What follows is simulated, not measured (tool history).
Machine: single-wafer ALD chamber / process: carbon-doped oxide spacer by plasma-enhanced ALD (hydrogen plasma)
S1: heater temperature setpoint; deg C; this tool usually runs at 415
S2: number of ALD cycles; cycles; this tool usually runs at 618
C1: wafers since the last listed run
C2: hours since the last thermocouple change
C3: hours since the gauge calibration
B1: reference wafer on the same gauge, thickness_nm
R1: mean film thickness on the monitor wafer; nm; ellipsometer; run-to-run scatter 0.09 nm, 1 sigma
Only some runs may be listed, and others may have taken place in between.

run	hour	S1	S2	C1	C2	C3	B1	R1
1	0	415	618	0	1576.4	1279.6	24.304	27.251
2	43.8	415	618	37	1620.2	1323.4	24.32	27.355
3	85.4	415	618	35	1661.8	1365	24.284	27.312
4	180.2	415	618	82	1756.6	1459.8	24.309	27.351
5	230.5	415	674	43	1806.9	1510.1	24.316	29.806
6	323.3	415	568	80	1899.7	1602.9	24.309	25.239
7	386.9	415	568	55	1963.3	1666.5	24.278	25.082
8	450.2	415	618	54	2026.6	1729.8	24.278	27.379
9	512.4	415	618	53	2088.8	1792	24.299	27.226
10	577.7	415	618	56	2154.1	1857.3	24.302	27.403
11	626	415	618	41	2202.4	1905.6	24.293	27.289
12	664.4	415	618	33	2240.8	1944	24.32	27.266
13	746.2	415	618	70	2322.6	2025.8	24.306	27.188
14	962.9	415	675	187	2539.3	2242.5	24.288	29.904
15	1012.2	415	618	42	2588.6	2291.8	24.294	27.184
16	1072.3	415	618	52	2648.7	2351.9	24.324	27.365
17	1166	415	618	81	2742.4	2445.6	24.299	27.313
18	1273.9	415	573	93	2850.3	2553.5	24.302	25.303
19	1374.9	410	550	87	2951.3	2654.5	24.302	24.764
20	1442.2	427	552	58	3018.6	2721.8	24.307	23.619
21	1547.5	415	553	91	3123.9	2827.1	24.293	24.526
22	1691.1	404	514	124	3267.5	2970.7	24.309	23.277
# hour 1710.2: thermocouple changed; heater temperature recalibrated
23	1729	404	723	25	18.8	3008.6	24.279	33.626
# hour 1779.1: gauge calibrated
24	1990	406	560	225	279.8	210.9	24.3	25.855
25	2099.2	424	728	94	389	320.1	24.303	31.62
26	2171.7	415	618	62	461.5	392.6	24.31	27.584
27	2257.9	404	514	74	547.7	478.8	24.316	23.635
28	2304.9	403	698	40	594.7	525.8	24.282	31.989
29	2412.9	429	541	93	702.7	633.8	24.321	23.248
30	2451.8	415	618	33	741.6	672.7	24.295	27.593
31	2556.2	415	618	90	846	777.1	24.3	27.674
32	2607	415	618	43	896.8	827.9	24.303	27.439
33	2693.5	415	618	74	983.3	914.4	24.302	27.457
34	2740.3	415	670	40	1030.1	961.2	24.308	29.808
35	2818.4	400	723	67	1108.2	1039.3	24.278	33.582
36	2901.6	407	669	71	1191.4	1122.5	24.315	30.267
37	2958.8	415	618	49	1248.6	1179.7	24.287	27.472

Consider 5 possible next runs. They are alternatives, not a sequence: every one starts from the tool as it was left by run 37. What does each give?
A	2960.1	415	511	1	1249.9	1181	?	?
B	2960.1	405	542	1	1249.9	1181	?	?
C	2960.1	425	565	1	1249.9	1181	?	?
D	2960.1	407	510	1	1249.9	1181	?	?
E	2960.1	420	575	1	1249.9	1181	?	?

run	B1	R1
A	24.318	22.63
B	24.318	24.674
C	24.318	24.322
D	24.318	23.091
E	24.318	25.108
Without the tool's unlogged condition, the same runs would have read:
run	R1
A	22.898
B	24.958
C	24.618
D	23.358
E	25.41
